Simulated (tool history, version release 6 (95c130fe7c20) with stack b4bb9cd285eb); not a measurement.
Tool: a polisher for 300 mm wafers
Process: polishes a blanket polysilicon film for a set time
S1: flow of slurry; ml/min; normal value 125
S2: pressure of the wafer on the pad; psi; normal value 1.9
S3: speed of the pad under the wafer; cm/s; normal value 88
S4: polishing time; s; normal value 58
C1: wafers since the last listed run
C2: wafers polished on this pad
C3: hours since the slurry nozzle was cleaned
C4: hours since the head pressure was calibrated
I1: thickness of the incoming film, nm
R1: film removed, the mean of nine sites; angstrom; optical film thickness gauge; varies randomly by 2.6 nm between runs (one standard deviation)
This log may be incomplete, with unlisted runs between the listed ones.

| run | hour | S1 | S2 | S3 | S4 | C1 | C2 | C3 | C4 | I1 | R1 |
|---|---|---|---|---|---|---|---|---|---|---|---|
| 1 | 0.0 | 125 | 1.9 | 88 | 58 | 0 | 1034 | 257.8 | 317.2 | 2263.4 | 2006 |
|  | 42.2 | slurry nozzle cleaned |
| 2 | 71.7 | 125 | 1.9 | 88 | 58 | 485 | 1520 | 29.5 | 388.9 | 2283.7 | 2237 |
|  | 93.5 | head pressure recalibrated |
|  | 141.1 | worn pad replaced by a new one |
| 3 | 143.6 | 125 | 1.9 | 88 | 58 | 452 | 17 | 101.4 | 50.1 | 2264.2 | 2108 |
| 4 | 195.4 | 125 | 1.9 | 88 | 58 | 355 | 373 | 153.2 | 101.9 | 2300.2 | 2053 |
| 5 | 239.1 | 125 | 1.9 | 88 | 58 | 300 | 673 | 196.9 | 145.6 | 2321.3 | 2041 |
| 6 | 263.2 | 125 | 1.9 | 88 | 58 | 165 | 838 | 221.0 | 169.7 | 2320.5 | 2042 |
|  | 309.8 | slurry nozzle cleaned |
| 7 | 334.2 | 150 | 1.9 | 88 | 58 | 480 | 1319 | 24.4 | 240.7 | 2285.2 | 2283 |
| 8 | 395.3 | 150 | 1.9 | 88 | 58 | 419 | 1738 | 85.5 | 301.8 | 2293.2 | 2236 |
|  | 401.3 | worn pad replaced by a new one |
| 9 | 445.4 | 150 | 1.9 | 88 | 58 | 316 | 302 | 135.6 | 351.9 | 2298.2 | 2202 |
|  | 476.8 | head pressure recalibrated |
| 10 | 490.5 | 125 | 1.9 | 88 | 58 | 295 | 598 | 180.7 | 13.7 | 2276.2 | 2069 |
| 11 | 515.1 | 110 | 1.9 | 88 | 58 | 168 | 767 | 205.3 | 38.3 | 2313.7 | 2028 |
| 12 | 580.3 | 110 | 1.9 | 88 | 58 | 447 | 1214 | 270.5 | 103.5 | 2277.5 | 1955 |
| 13 | 608.5 | 110 | 1.9 | 88 | 58 | 193 | 1408 | 298.7 | 131.7 | 2287.1 | 1976 |
|  | 645.7 | slurry nozzle cleaned |
| 14 | 675.4 | 105 | 1.9 | 108 | 53 | 452 | 1861 | 29.7 | 198.6 | 2287.3 | 2434 |
|  | 695.5 | worn pad replaced by a new one |
| 15 | 727.1 | 125 | 2.5 | 104 | 43 | 327 | 217 | 81.4 | 250.3 | 2281.7 | 2473 |
| 16 | 782.3 | 165 | 2.5 | 98 | 68 | 379 | 596 | 136.6 | 305.5 | 2270.3 | 3802 |
| 17 | 823.2 | 125 | 1.9 | 88 | 58 | 280 | 877 | 177.5 | 346.4 | 2297.9 | 2096 |
| 18 | 854.3 | 160 | 1.7 | 72 | 40 | 213 | 1090 | 208.6 | 377.5 | 2313.4 | 1093 |
| 19 | 908.0 | 150 | 2.4 | 88 | 67 | 368 | 1459 | 262.3 | 431.2 | 2308.0 | 3120 |
|  | 926.6 | head pressure recalibrated |
|  | 936.6 | worn pad replaced by a new one |
| 20 | 963.7 | 100 | 1.9 | 88 | 45 | 341 | 186 | 318.0 | 37.1 | 2268.4 | 1481 |
|  | 997.8 | slurry nozzle cleaned |
| 21 | 1034.5 | 100 | 1.9 | 88 | 45 | 479 | 665 | 36.7 | 107.9 | 2251.7 | 1648 |
| 22 | 1060.3 | 80 | 1.5 | 58 | 49 | 177 | 842 | 62.5 | 133.7 | 2311.9 | 857 |

For run 23, what comes out?
| 23 | 1092.9 | 90 | 1.6 | 68 | 58 | 223 | 1066 | 95.1 | 166.3 | 2247.2 | ? |

Run 23 measured R1 1299 angstrom.
Were there no unlogged condition in the tool, this run, its random variation unchanged, would have produced R1 1405 angstrom.
